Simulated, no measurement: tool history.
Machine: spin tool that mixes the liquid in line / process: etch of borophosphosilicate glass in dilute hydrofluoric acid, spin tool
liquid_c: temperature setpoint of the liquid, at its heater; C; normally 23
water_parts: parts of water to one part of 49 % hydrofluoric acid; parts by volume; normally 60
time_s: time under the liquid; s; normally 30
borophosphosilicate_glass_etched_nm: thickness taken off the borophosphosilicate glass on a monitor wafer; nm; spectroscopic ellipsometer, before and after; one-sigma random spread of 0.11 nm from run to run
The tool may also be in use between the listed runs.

| run | hour | liquid_c | water_parts | time_s | wafers since the last listed run | hours since the thermometer was replaced | hours since the hydrofluoric acid flow meter was replaced | hours since the gauge calibration | read-back film thickness of the borophosphosilicate glass reference wafer, read on the same gauge (nm) | borophosphosilicate_glass_etched_nm |
|---|---|---|---|---|---|---|---|---|---|---|
| 1 | 0 | 23 | 60 | 30 | 0 | 1318.8 | 1238.3 | 805 | 70.03 | 26.5 |
| 2 | 15.5 | 23 | 60 | 30 | 315 | 1334.3 | 1253.8 | 820.5 | 69.99 | 26.54 |
| 3 | 33.5 | 23 | 60 | 30 | 366 | 1352.3 | 1271.8 | 838.5 | 70.03 | 26.28 |
| 4 | 53.9 | 23 | 60 | 30 | 415 | 1372.7 | 1292.2 | 858.9 | 70.03 | 26.52 |
| 5 | 85.7 | 23 | 60 | 30 | 647 | 1404.5 | 1324 | 890.7 | 70.01 | 26.22 |
| 6 | 191.9 | 23 | 60 | 25 | 2161 | 1510.7 | 1430.2 | 996.9 | 69.98 | 22.33 |
| 7 | 207.6 | 23 | 60 | 25 | 319 | 1526.4 | 1445.9 | 1012.6 | 70.03 | 22.17 |
| 8 | 224.4 | 23 | 60 | 25 | 342 | 1543.2 | 1462.7 | 1029.4 | 70 | 22.29 |
|  | 230.9 | gauge calibrated |
| 9 | 252.2 | 24.5 | 60 | 30 | 565 | 1571 | 1490.5 | 21.3 | 69.96 | 28.39 |
| 10 | 266.1 | 26.5 | 60 | 30 | 282 | 1584.9 | 1504.4 | 35.2 | 70.04 | 30.58 |
| 11 | 294.4 | 26.5 | 60 | 30 | 576 | 1613.2 | 1532.7 | 63.5 | 69.97 | 30.77 |
|  | 388.9 | thermometer replaced |
| 12 | 390.8 | 26.5 | 60 | 30 | 1942 | 1.9 | 1629.1 | 159.9 | 70.02 | 32.63 |
| 13 | 413.1 | 23 | 60 | 30 | 453 | 24.2 | 1651.4 | 182.2 | 70.02 | 28.4 |
|  | 440.9 | hydrofluoric acid flow meter replaced |
| 14 | 441.4 | 23 | 60 | 30 | 555 | 52.5 | 0.5 | 210.5 | 70.01 | 28.51 |
| 15 | 461.9 | 23 | 60 | 30 | 417 | 73 | 21 | 231 | 70.01 | 28.23 |
| 16 | 493.2 | 23 | 60 | 30 | 637 | 104.3 | 52.3 | 262.3 | 70 | 28.21 |
| 17 | 513 | 23 | 60 | 30 | 403 | 124.1 | 72.1 | 282.1 | 70.02 | 28.42 |
| 18 | 548.2 | 19 | 75 | 45 | 716 | 159.3 | 107.3 | 317.3 | 69.99 | 28.6 |
| 19 | 569 | 25 | 60 | 30 | 423 | 180.1 | 128.1 | 338.1 | 70 | 30.74 |
| 20 | 588.4 | 26 | 80 | 45 | 394 | 199.5 | 147.5 | 357.5 | 70 | 35.21 |
| 21 | 624.2 | 20 | 45 | 30 | 728 | 235.3 | 183.3 | 393.3 | 69.98 | 34.45 |
|  | 632.6 | thermometer replaced, repeated, since the last time left the tool worse |
| 22 | 642.5 | 23 | 70 | 30 | 352 | 9.9 | 201.6 | 411.6 | 69.96 | 21.25 |
| 23 | 663.8 | 20.5 | 75 | 15 | 433 | 31.2 | 222.9 | 432.9 | 70.02 | 8.96 |
| 24 | 689.5 | 24.5 | 80 | 25 | 523 | 56.9 | 248.6 | 458.6 | 70.05 | 16.31 |
| 25 | 723 | 26 | 75 | 45 | 681 | 90.4 | 282.1 | 492.1 | 70.03 | 33.46 |
| 26 | 754.2 | 23 | 60 | 30 | 635 | 121.6 | 313.3 | 523.3 | 70 | 25.23 |
| 27 | 773.3 | 23 | 70 | 40 | 388 | 140.7 | 332.4 | 542.4 | 69.97 | 28.56 |
| 28 | 791.4 | 23 | 60 | 35 | 368 | 158.8 | 350.5 | 560.5 | 69.97 | 29.42 |
| 29 | 818.4 | 23 | 60 | 30 | 549 | 185.8 | 377.5 | 587.5 | 69.98 | 25.2 |
| 30 | 847.5 | 19 | 75 | 40 | 592 | 214.9 | 406.6 | 616.6 | 70.01 | 22.43 |
| 31 | 876.6 | 23 | 75 | 30 | 592 | 244 | 435.7 | 645.7 | 70 | 19.89 |
| 32 | 903.9 | 23 | 60 | 30 | 555 | 271.3 | 463 | 673 | 70 | 25.24 |
| 33 | 927.3 | 23 | 60 | 15 | 476 | 294.7 | 486.4 | 696.4 | 70.01 | 12.69 |

Consider 3 possible next runs. They are alternatives, not a sequence: every one starts from the tool as it was left by run 33. What does each give?
| A | 927.7 | 23 | 60 | 20 | 8 | 295.1 | 486.8 | 696.8 | ? | ? |
| B | 927.7 | 21 | 60 | 30 | 8 | 295.1 | 486.8 | 696.8 | ? | ? |
| C | 927.7 | 26.5 | 60 | 15 | 8 | 295.1 | 486.8 | 696.8 | ? | ? |

| run | read-back film thickness of the borophosphosilicate glass reference wafer, read on the same gauge (nm) | borophosphosilicate_glass_etched_nm |
|---|---|---|
| A | 70.01 | 16.84 |
| B | 70.01 | 23.26 |
| C | 70.01 | 14.56 |
Stripped of hidden state, with their random variation kept, the same runs would have yielded:
| run | borophosphosilicate_glass_etched_nm |
|---|---|
| A | 16.61 |
| B | 22.93 |
| C | 14.36 |
